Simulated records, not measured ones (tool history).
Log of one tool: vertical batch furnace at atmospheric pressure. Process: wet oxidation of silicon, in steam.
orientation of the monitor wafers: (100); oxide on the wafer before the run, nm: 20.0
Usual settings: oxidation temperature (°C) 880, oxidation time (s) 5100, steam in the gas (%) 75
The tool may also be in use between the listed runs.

| run | hour | oxidation temperature (°C) | oxidation time (s) | steam in the gas (%) | wafers since the last listed run | hours since the last temperature calibration | hours since the steam generator was serviced | hours since the gauge calibration | read-back reference wafer on the same gauge, thickness | oxide thickness on the monitor wafer (nm) |
|---|---|---|---|---|---|---|---|---|---|---|
| 1 | 0.0 | 880 | 6720 | 79 | 0 | 2209.0 | 1340.0 | 230.2 | 145.00 | 152.03 |
| 2 | 17.3 | 880 | 6720 | 79 | 122 | 2226.3 | 1357.3 | 247.5 | 144.93 | 151.97 |
|  | 23.3 | gauge calibrated |
| 3 | 32.1 | 880 | 6720 | 79 | 104 | 2241.1 | 1372.1 | 8.8 | 145.00 | 151.36 |
| 4 | 46.8 | 880 | 5100 | 75 | 103 | 2255.8 | 1386.8 | 23.5 | 144.99 | 116.61 |
| 5 | 62.0 | 880 | 5100 | 75 | 107 | 2271.0 | 1402.0 | 38.7 | 144.93 | 115.89 |
| 6 | 87.0 | 880 | 5100 | 75 | 176 | 2296.0 | 1427.0 | 63.7 | 145.00 | 115.80 |
| 7 | 99.8 | 880 | 5100 | 75 | 90 | 2308.8 | 1439.8 | 76.5 | 145.01 | 115.94 |
| 8 | 121.0 | 880 | 5100 | 75 | 149 | 2330.0 | 1461.0 | 97.7 | 144.96 | 115.82 |
|  | 165.2 | steam generator serviced |
|  | 181.2 | thermocouples replaced and temperature profile calibrated |
| 9 | 181.7 | 880 | 6990 | 75 | 146 | 0.5 | 16.5 | 158.4 | 145.02 | 156.09 |
| 10 | 187.7 | 880 | 6990 | 75 | 42 | 6.5 | 22.5 | 164.4 | 145.09 | 155.94 |
| 11 | 193.8 | 867 | 5100 | 75 | 43 | 12.6 | 28.6 | 170.5 | 145.01 | 101.24 |
| 12 | 199.8 | 880 | 5100 | 75 | 42 | 18.6 | 34.6 | 176.5 | 144.99 | 120.81 |
| 13 | 206.4 | 880 | 5100 | 75 | 46 | 25.2 | 41.2 | 183.1 | 144.96 | 120.79 |
| 14 | 225.5 | 880 | 5100 | 79 | 134 | 44.3 | 60.3 | 202.2 | 145.07 | 126.03 |
| 15 | 250.3 | 867 | 2940 | 68 | 174 | 69.1 | 85.1 | 227.0 | 144.99 | 62.30 |
|  | 259.6 | gauge calibrated |
| 16 | 267.2 | 895 | 5970 | 83 | 119 | 86.0 | 102.0 | 7.6 | 144.99 | 178.11 |
| 17 | 291.7 | 880 | 5100 | 75 | 172 | 110.5 | 126.5 | 32.1 | 145.03 | 119.49 |
| 18 | 316.5 | 900 | 3960 | 64 | 174 | 135.3 | 151.3 | 56.9 | 145.12 | 112.28 |
| 19 | 331.3 | 895 | 5970 | 83 | 104 | 150.1 | 166.1 | 71.7 | 145.03 | 178.01 |
| 20 | 343.1 | 880 | 5100 | 75 | 83 | 161.9 | 177.9 | 83.5 | 144.97 | 118.99 |
| 21 | 359.0 | 896 | 5100 | 75 | 112 | 177.8 | 193.8 | 99.4 | 145.07 | 146.85 |
| 22 | 377.8 | 861 | 5940 | 86 | 132 | 196.6 | 212.6 | 118.2 | 145.00 | 116.28 |
| 23 | 397.2 | 870 | 5100 | 75 | 136 | 216.0 | 232.0 | 137.6 | 145.08 | 103.26 |
| 24 | 410.0 | 892 | 6960 | 72 | 90 | 228.8 | 244.8 | 150.4 | 145.01 | 172.21 |
| 25 | 428.6 | 880 | 5100 | 63 | 131 | 247.4 | 263.4 | 169.0 | 144.99 | 103.15 |
| 26 | 440.6 | 880 | 3660 | 64 | 84 | 259.4 | 275.4 | 181.0 | 145.00 | 81.09 |

Forecast each of these 5 alternatives for the next run:
| A | 446.8 | 880 | 5100 | 75 | 43 | 265.6 | 281.6 | 187.2 | ? | ? |
| B | 446.8 | 880 | 7380 | 75 | 43 | 265.6 | 281.6 | 187.2 | ? | ? |
| C | 446.8 | 898 | 7410 | 66 | 43 | 265.6 | 281.6 | 187.2 | ? | ? |
| D | 446.8 | 880 | 5100 | 66 | 43 | 265.6 | 281.6 | 187.2 | ? | ? |
| E | 446.8 | 872 | 4410 | 66 | 43 | 265.6 | 281.6 | 187.2 | ? | ? |

| run | read-back reference wafer on the same gauge, thickness | oxide thickness on the monitor wafer (nm) |
|---|---|---|
| A | 145.06 | 118.48 |
| B | 145.06 | 159.36 |
| C | 145.06 | 181.97 |
| D | 145.06 | 107.11 |
| E | 145.06 | 86.12 |
Without the tool's hidden state the same runs would have given:
| run | oxide thickness on the monitor wafer (nm) |
|---|---|
| A | 124.32 |
| B | 167.37 |
| C | 190.97 |
| D | 112.34 |
| E | 90.20 |

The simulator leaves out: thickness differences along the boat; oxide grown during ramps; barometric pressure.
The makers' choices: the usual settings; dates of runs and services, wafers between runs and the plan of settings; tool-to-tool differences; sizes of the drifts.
